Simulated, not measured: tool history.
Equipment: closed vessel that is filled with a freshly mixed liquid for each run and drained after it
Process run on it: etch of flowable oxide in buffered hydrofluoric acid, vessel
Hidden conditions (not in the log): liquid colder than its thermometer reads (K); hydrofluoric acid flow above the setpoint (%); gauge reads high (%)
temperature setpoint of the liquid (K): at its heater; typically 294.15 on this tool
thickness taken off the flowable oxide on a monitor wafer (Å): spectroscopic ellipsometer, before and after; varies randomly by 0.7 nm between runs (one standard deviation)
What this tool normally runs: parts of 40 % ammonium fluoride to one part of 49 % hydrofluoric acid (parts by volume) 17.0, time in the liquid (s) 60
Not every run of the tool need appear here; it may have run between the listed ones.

run,day,temperature setpoint of the liquid (K),parts of 40 % ammonium fluoride to one part of 49 % hydrofluoric acid (parts by volume),time in the liquid (s),wafers since the last listed run,hours since the thermometer was replaced,hours since the hydrofluoric acid flow meter was replaced,hours since the gauge calibration,"read-back film thickness of the flowable oxide reference wafer, read on the same gauge (nm)",thickness taken off the flowable oxide on a monitor wafer (Å)
1,0.000,294.15,17.0,60,0,1186.6,1149.0,345.0,129.99,1674.9
2,0.471,294.15,17.0,60,1267,1197.9,1160.3,356.3,130.02,1685.9
3,0.846,294.15,17.0,60,1009,1206.9,1169.3,365.3,130.00,1691.3
4,1.100,297.15,17.0,60,683,1213.0,1175.4,371.4,130.00,2003.7
5,1.692,294.15,17.0,60,1592,1227.2,1189.6,385.6,129.98,1672.4
# day 1.767: hydrofluoric acid flow meter replaced
6,1.954,290.65,19.0,60,594,1233.5,4.5,391.9,129.99,1136.9
7,2.362,295.15,18.5,60,1098,1243.3,14.3,401.7,129.98,1489.3
8,2.654,294.15,17.0,60,784,1250.3,21.3,408.7,129.98,1535.0
9,3.096,294.15,17.0,60,1188,1260.9,31.9,419.3,130.01,1527.4
10,3.812,294.15,17.0,60,1928,1278.1,49.1,436.5,130.00,1546.1
# day 3.942: thermometer replaced
11,4.233,294.15,17.0,60,1020,7.0,59.2,446.6,129.98,1534.5
12,4.850,294.15,17.0,60,1659,21.8,74.0,461.4,129.99,1534.3
13,5.546,292.65,13.5,70,1872,38.5,90.7,478.1,130.02,2073.6
14,5.938,292.65,12.5,75,1054,47.9,100.1,487.5,129.99,2379.6
15,6.304,290.65,15.0,60,986,56.7,108.9,496.3,129.98,1438.6
16,6.717,298.15,24.0,60,1110,66.6,118.8,506.2,130.01,1424.6
17,7.421,294.15,14.0,35,1895,83.5,135.7,523.1,130.02,1088.3
18,7.708,294.15,13.0,60,773,90.4,142.6,530.0,130.03,2022.1
19,8.067,291.15,17.0,60,964,99.0,151.2,538.6,130.00,1299.2
# day 8.204: gauge calibrated
20,8.596,294.15,17.0,60,1424,111.7,163.9,9.4,129.99,1550.6
21,9.312,294.15,17.0,75,1928,128.9,181.1,26.6,130.01,1935.7
22,9.579,292.65,12.5,75,717,135.3,187.5,33.0,130.00,2414.0
23,10.000,297.65,11.5,40,1132,145.4,197.6,43.1,130.03,1854.3
24,10.375,294.15,17.0,60,1009,154.4,206.6,52.1,129.98,1560.2
25,11.100,294.15,17.0,60,1951,171.8,224.0,69.5,129.99,1546.0
26,11.458,294.15,17.0,60,964,180.4,232.6,78.1,129.99,1556.8
27,11.879,298.15,17.0,60,1132,190.5,242.7,88.2,129.99,1951.8
28,12.396,294.15,12.0,60,1390,202.9,255.1,100.6,130.00,2183.3
29,13.846,294.15,14.5,60,3902,237.7,289.9,135.4,129.99,1837.9
30,14.517,294.15,23.5,60,1805,253.8,306.0,151.5,130.02,1182.3
31,15.017,294.15,17.0,60,1345,265.8,318.0,163.5,130.01,1562.3
32,15.346,294.15,20.5,60,885,273.7,325.9,171.4,129.99,1313.8
33,15.621,294.15,17.0,60,740,280.3,332.5,178.0,130.01,1573.5

Alternative continuations, all from the tool just after run 33; predict every row:
A,15.650,294.15,13.5,60,78,281.0,333.2,178.7,?,?
B,15.650,292.15,20.5,60,78,281.0,333.2,178.7,?,?
C,15.650,290.15,17.0,95,78,281.0,333.2,178.7,?,?
D,15.650,292.65,12.5,80,78,281.0,333.2,178.7,?,?

run,"read-back film thickness of the flowable oxide reference wafer, read on the same gauge (nm)",thickness taken off the flowable oxide on a monitor wafer (Å)
A,129.99,1979.9
B,129.99,1172.9
C,129.99,1994.1
D,129.99,2617.5
The same runs, with their run-to-run variation unchanged, on a tool lacking any hidden condition would have given:
run,thickness taken off the flowable oxide on a monitor wafer (Å)
A,1905.7
B,1136.9
C,1918.9
D,2519.5
